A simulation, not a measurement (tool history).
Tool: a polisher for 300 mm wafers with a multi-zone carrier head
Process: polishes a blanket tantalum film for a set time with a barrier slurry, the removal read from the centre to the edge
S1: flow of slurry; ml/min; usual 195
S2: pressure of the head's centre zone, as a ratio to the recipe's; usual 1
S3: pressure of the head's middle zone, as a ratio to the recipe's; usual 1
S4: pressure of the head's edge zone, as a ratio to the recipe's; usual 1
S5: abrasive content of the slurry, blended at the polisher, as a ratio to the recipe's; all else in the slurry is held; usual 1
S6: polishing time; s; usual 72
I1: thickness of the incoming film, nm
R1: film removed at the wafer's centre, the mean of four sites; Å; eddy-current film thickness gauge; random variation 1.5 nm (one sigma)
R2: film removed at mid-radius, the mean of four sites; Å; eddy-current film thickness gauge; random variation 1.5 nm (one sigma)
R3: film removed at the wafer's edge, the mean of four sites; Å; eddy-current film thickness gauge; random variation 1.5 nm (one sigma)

run 1 day=0 | S1=195 S2=1 S3=1 S4=1 S5=1 S6=72 | I1=251.6 | R1=1006 R2=1042 R3=1043
run 2 day=1.121 | S1=195 S2=1 S3=1 S4=1 S5=1 S6=72 | I1=252.5 | R1=1016 R2=1052 R3=1043
-- day=1.542 worn pad replaced by a new one
run 3 day=2.479 | S1=195 S2=1 S3=1 S4=1 S5=1 S6=72 | I1=246.8 | R1=1016 R2=1032 R3=1061
run 4 day=4.9 | S1=195 S2=1 S3=1 S4=1 S5=1 S6=72 | I1=247.3 | R1=971 R2=1012 R3=1046
run 5 day=7.396 | S1=195 S2=1 S3=1 S4=1 S5=1 S6=72 | I1=248.7 | R1=994 R2=1038 R3=1032
-- day=9.958 centre zone pressure recalibrated
-- day=11.092 worn pad replaced by a new one
-- day=11.342 slurry nozzle cleaned
run 6 day=12.262 | S1=195 S2=0.96 S3=1 S4=1 S5=1 S6=72 | I1=254.9 | R1=889 R2=984 R3=1002
run 7 day=15.138 | S1=195 S2=0.96 S3=1 S4=1 S5=1 S6=72 | I1=245.2 | R1=823 R2=928 R3=996
-- day=17.383 slurry nozzle cleaned, repeated, since the last time left the tool worse
run 8 day=17.683 | S1=195 S2=0.96 S3=1 S4=1 S5=1 S6=72 | I1=250.8 | R1=985 R2=1083 R3=1081
run 9 day=19.708 | S1=195 S2=1 S3=1 S4=1 S5=1 S6=72 | I1=248.7 | R1=1013 R2=1089 R3=1033
run 10 day=20.742 | S1=195 S2=1 S3=0.89 S4=1 S5=0.85 S6=72 | I1=249.5 | R1=968 R2=905 R3=991
-- day=21.108 worn pad replaced by a new one
run 11 day=23.704 | S1=230 S2=1 S3=1 S4=1 S5=1 S6=57 | I1=253.1 | R1=834 R2=841 R3=821
run 12 day=26.233 | S1=195 S2=1.07 S3=1.04 S4=1 S5=1 S6=72 | I1=251.4 | R1=1093 R2=1059 R3=1029
-- day=27.708 carrier head's membrane replaced by a new one
-- day=27.867 edge zone pressure recalibrated
run 13 day=29.204 | S1=195 S2=1 S3=1 S4=1 S5=1 S6=72 | I1=249.1 | R1=1023 R2=1035 R3=1051
-- day=30.375 worn pad replaced by a new one
run 14 day=30.683 | S1=195 S2=1 S3=1 S4=1 S5=1 S6=88 | I1=247.3 | R1=1227 R2=1264 R3=1240
-- day=32.079 slurry nozzle cleaned
run 15 day=33.608 | S1=195 S2=1.07 S3=1.09 S4=1 S5=1.25 S6=72 | I1=250.4 | R1=1212 R2=1198 R3=1115
run 16 day=34.75 | S1=195 S2=0.88 S3=1 S4=1.1 S5=1.15 S6=83 | I1=248.8 | R1=1069 R2=1264 R3=1308
run 17 day=36.492 | S1=195 S2=1 S3=1 S4=1 S5=1 S6=72 | I1=249.1 | R1=1010 R2=1072 R3=1049
run 18 day=38.021 | S1=225 S2=1 S3=1 S4=0.94 S5=1 S6=72 | I1=255 | R1=1028 R2=1064 R3=1013
-- day=40.575 worn pad replaced by a new one
run 19 day=40.958 | S1=195 S2=1 S3=1 S4=0.93 S5=1.1 S6=66 | I1=253.7 | R1=957 R2=963 R3=959
run 20 day=42.679 | S1=195 S2=1.08 S3=1 S4=1 S5=1 S6=72 | I1=247.8 | R1=1093 R2=1035 R3=1062
run 21 day=44.825 | S1=195 S2=1 S3=1 S4=1 S5=1 S6=72 | I1=251.6 | R1=1007 R2=1011 R3=1049

4 ways to go on from here, each from the tool as it stands after run 21. What would each give?
run A day=44.846 | S1=195 S2=1 S3=1 S4=1 S5=1 S6=72 | I1=250.1 | R1=? R2=? R3=?
run B day=44.846 | S1=155 S2=1 S3=1 S4=1 S5=1 S6=57 | I1=250.1 | R1=? R2=? R3=?
run C day=44.846 | S1=195 S2=1 S3=1 S4=1 S5=1 S6=49 | I1=250.1 | R1=? R2=? R3=?
run D day=44.846 | S1=255 S2=1 S3=1.11 S4=1.03 S5=1 S6=72 | I1=250.1 | R1=? R2=? R3=?

run=A R1=1013 R2=1046 R3=1036
run=B R1=760 R2=790 R3=793
run=C R1=689 R2=712 R3=705
run=D R1=1064 R2=1179 R3=1078
Without the tool's hidden state the same runs would have given:
run=A R1=1053 R2=1083 R3=1063
run=B R1=798 R2=825 R3=818
run=C R1=716 R2=737 R3=723
run=D R1=1095 R2=1211 R3=1100
